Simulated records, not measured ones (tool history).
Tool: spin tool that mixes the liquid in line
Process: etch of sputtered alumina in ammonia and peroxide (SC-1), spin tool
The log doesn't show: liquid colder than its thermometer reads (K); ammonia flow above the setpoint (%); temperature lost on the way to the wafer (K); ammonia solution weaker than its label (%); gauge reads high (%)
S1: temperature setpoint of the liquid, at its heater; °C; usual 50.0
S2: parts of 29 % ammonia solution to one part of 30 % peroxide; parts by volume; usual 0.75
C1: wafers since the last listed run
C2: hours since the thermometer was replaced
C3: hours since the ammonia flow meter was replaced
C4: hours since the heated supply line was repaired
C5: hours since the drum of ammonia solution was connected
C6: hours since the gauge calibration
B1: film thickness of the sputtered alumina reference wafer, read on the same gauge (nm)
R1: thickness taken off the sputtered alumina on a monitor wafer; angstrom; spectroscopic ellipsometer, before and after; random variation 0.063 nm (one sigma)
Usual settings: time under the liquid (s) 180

Run 1, hour 0.0: usual settings; C1 0; C2 2381.8; C3 347.1; C4 2427.2; C5 769.0; C6 45.1; B1 59.99. Result: R1 109.1 angstrom.
Run 2, hour 17.4: usual settings but S2 0.45 parts by volume; C1 134; C2 2399.2; C3 364.5; C4 2444.6; C5 786.4; C6 62.5; B1 60.01. Result: R1 102.9 angstrom.
Run 3, hour 35.4: usual settings; C1 138; C2 2417.2; C3 382.5; C4 2462.6; C5 804.4; C6 80.5; B1 60.02. Result: R1 108.6 angstrom.
Run 4, hour 68.7: usual settings; C1 256; C2 2450.5; C3 415.8; C4 2495.9; C5 837.7; C6 113.8; B1 60.01. Result: R1 108.5 angstrom.
Run 5, hour 95.8: usual settings; C1 208; C2 2477.6; C3 442.9; C4 2523.0; C5 864.8; C6 140.9; B1 59.99. Result: R1 107.4 angstrom.
At hour 114.0: ammonia flow meter replaced.
Run 6, hour 121.0: usual settings; C1 186; C2 2502.8; C3 7.0; C4 2548.2; C5 890.0; C6 166.1; B1 60.00. Result: R1 107.5 angstrom.
At hour 141.3: gauge calibrated.
Run 7, hour 143.3: usual settings; C1 171; C2 2525.1; C3 29.3; C4 2570.5; C5 912.3; C6 2.0; B1 60.01. Result: R1 108.2 angstrom.
Run 8, hour 176.1: usual settings but S2 0.40 parts by volume, time under the liquid (s) 105; C1 252; C2 2557.9; C3 62.1; C4 2603.3; C5 945.1; C6 34.8; B1 59.98. Result: R1 58.7 angstrom.
Run 9, hour 208.2: usual settings but S2 0.90 parts by volume; C1 247; C2 2590.0; C3 94.2; C4 2635.4; C5 977.2; C6 66.9; B1 60.01. Result: R1 108.9 angstrom.
At hour 214.3: heated supply line repaired.
At hour 218.3: thermometer replaced.
Run 10, hour 221.6: usual settings but S1 40.5 °C, S2 0.40 parts by volume; C1 87; C2 3.3; C3 107.6; C4 7.3; C5 990.6; C6 80.3; B1 60.02. Result: R1 71.4 angstrom.
At hour 252.7: new drum of ammonia solution connected.
Run 11, hour 257.2: usual settings; C1 266; C2 38.9; C3 143.2; C4 42.9; C5 4.5; C6 115.9; B1 60.01. Result: R1 131.2 angstrom.
Run 12, hour 277.3: usual settings but S1 59.0 °C, time under the liquid (s) 95; C1 154; C2 59.0; C3 163.3; C4 63.0; C5 24.6; C6 136.0; B1 59.99. Result: R1 111.4 angstrom.
Run 13, hour 303.9: usual settings; C1 205; C2 85.6; C3 189.9; C4 89.6; C5 51.2; C6 162.6; B1 60.01. Result: R1 130.1 angstrom.
Run 14, hour 317.8: usual settings but S1 54.0 °C, time under the liquid (s) 235; C1 107; C2 99.5; C3 203.8; C4 103.5; C5 65.1; C6 176.5; B1 60.00. Result: R1 211.0 angstrom.

The same runs without the tool's hidden state, with the same run-to-run variation:
run     R1
  1  133.9
  2  126.4
  3  133.6
  4  133.9
  5  132.8
  6  133.1
  7  134.2
  8   73.0
  9  135.7
 10   73.1
 11  134.5
 12  114.2
 13  133.8
 14  217.1
